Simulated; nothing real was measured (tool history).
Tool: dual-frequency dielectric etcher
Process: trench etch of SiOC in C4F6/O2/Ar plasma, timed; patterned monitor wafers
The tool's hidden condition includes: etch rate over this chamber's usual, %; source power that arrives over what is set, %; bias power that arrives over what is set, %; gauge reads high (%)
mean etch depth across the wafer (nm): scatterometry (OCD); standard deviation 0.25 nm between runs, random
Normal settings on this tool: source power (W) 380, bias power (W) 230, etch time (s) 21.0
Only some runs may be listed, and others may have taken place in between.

| run | hour | source power (W) | bias power (W) | etch time (s) | wafers since the last listed run | hours since the last wet clean | hours since the last source power generator calibration | hours since the last bias power generator calibration | hours since the last upper electrode change | hours since the gauge calibration | read-back reference wafer on the same gauge, depth_nm | mean etch depth across the wafer (nm) |
|---|---|---|---|---|---|---|---|---|---|---|---|---|
| 1 | 0.0 | 380 | 230 | 21.0 | 0 | 28.3 | 3750.6 | 1636.2 | 4657.1 | 188.4 | 37.56 | 45.86 |
| 2 | 51.0 | 380 | 230 | 21.0 | 720 | 79.3 | 3801.6 | 1687.2 | 4708.1 | 239.4 | 37.61 | 45.88 |
| 3 | 76.1 | 380 | 230 | 21.0 | 354 | 104.4 | 3826.7 | 1712.3 | 4733.2 | 264.5 | 37.43 | 45.92 |
| 4 | 118.8 | 380 | 230 | 21.0 | 603 | 147.1 | 3869.4 | 1755.0 | 4775.9 | 307.2 | 37.51 | 45.66 |
| 5 | 152.6 | 320 | 230 | 21.0 | 477 | 180.9 | 3903.2 | 1788.8 | 4809.7 | 341.0 | 37.47 | 44.19 |
| 6 | 197.1 | 380 | 230 | 21.0 | 628 | 225.4 | 3947.7 | 1833.3 | 4854.2 | 385.5 | 37.52 | 47.11 |
| 7 | 266.2 | 380 | 230 | 21.0 | 976 | 294.5 | 4016.8 | 1902.4 | 4923.3 | 454.6 | 37.52 | 46.58 |
| 8 | 333.6 | 440 | 191 | 21.0 | 952 | 361.9 | 4084.2 | 1969.8 | 4990.7 | 522.0 | 37.60 | 45.70 |
|  | 364.1 | upper electrode replaced |
|  | 370.9 | source power generator calibrated |
|  | 420.8 | bias power generator calibrated |
|  | 443.4 | wet clean of the chamber |
| 9 | 462.3 | 440 | 191 | 21.0 | 1046 | 18.9 | 91.4 | 41.5 | 98.2 | 650.7 | 37.55 | 44.70 |
| 10 | 487.7 | 380 | 230 | 21.0 | 358 | 44.3 | 116.8 | 66.9 | 123.6 | 676.1 | 37.47 | 45.96 |
| 11 | 548.1 | 470 | 230 | 21.0 | 853 | 104.7 | 177.2 | 127.3 | 184.0 | 736.5 | 37.48 | 49.12 |
| 12 | 615.2 | 340 | 281 | 25.5 | 947 | 171.8 | 244.3 | 194.4 | 251.1 | 803.6 | 37.62 | 59.44 |
| 13 | 660.2 | 320 | 286 | 25.0 | 635 | 216.8 | 289.3 | 239.4 | 296.1 | 848.6 | 37.51 | 57.71 |
| 14 | 715.6 | 350 | 274 | 21.0 | 782 | 272.2 | 344.7 | 294.8 | 351.5 | 904.0 | 37.53 | 49.27 |
|  | 762.5 | gauge calibrated |
| 15 | 781.6 | 480 | 249 | 25.5 | 932 | 338.2 | 410.7 | 360.8 | 417.5 | 19.1 | 37.48 | 63.77 |
| 16 | 853.2 | 380 | 230 | 21.0 | 1011 | 409.8 | 482.3 | 432.4 | 489.1 | 90.7 | 37.56 | 47.60 |
| 17 | 923.4 | 380 | 230 | 21.0 | 991 | 480.0 | 552.5 | 502.6 | 559.3 | 160.9 | 37.38 | 47.34 |
| 18 | 975.7 | 340 | 203 | 21.0 | 738 | 532.3 | 604.8 | 554.9 | 611.6 | 213.2 | 37.48 | 43.79 |

Below are 4 alternative next runs, each starting from the tool's condition after run 18. Predict each:
| A | 976.1 | 380 | 230 | 21.0 | 5 | 532.7 | 605.2 | 555.3 | 612.0 | 213.6 | ? | ? |
| B | 976.1 | 380 | 201 | 24.0 | 5 | 532.7 | 605.2 | 555.3 | 612.0 | 213.6 | ? | ? |
| C | 976.1 | 330 | 252 | 18.5 | 5 | 532.7 | 605.2 | 555.3 | 612.0 | 213.6 | ? | ? |
| D | 976.1 | 300 | 230 | 16.0 | 5 | 532.7 | 605.2 | 555.3 | 612.0 | 213.6 | ? | ? |

| run | read-back reference wafer on the same gauge, depth_nm | mean etch depth across the wafer (nm) |
|---|---|---|
| A | 37.52 | 48.33 |
| B | 37.52 | 52.04 |
| C | 37.52 | 42.40 |
| D | 37.52 | 34.21 |
Without the tool's hidden state the same runs would have given:
| run | mean etch depth across the wafer (nm) |
|---|---|
| A | 45.67 |
| B | 49.18 |
| C | 40.07 |
| D | 32.33 |
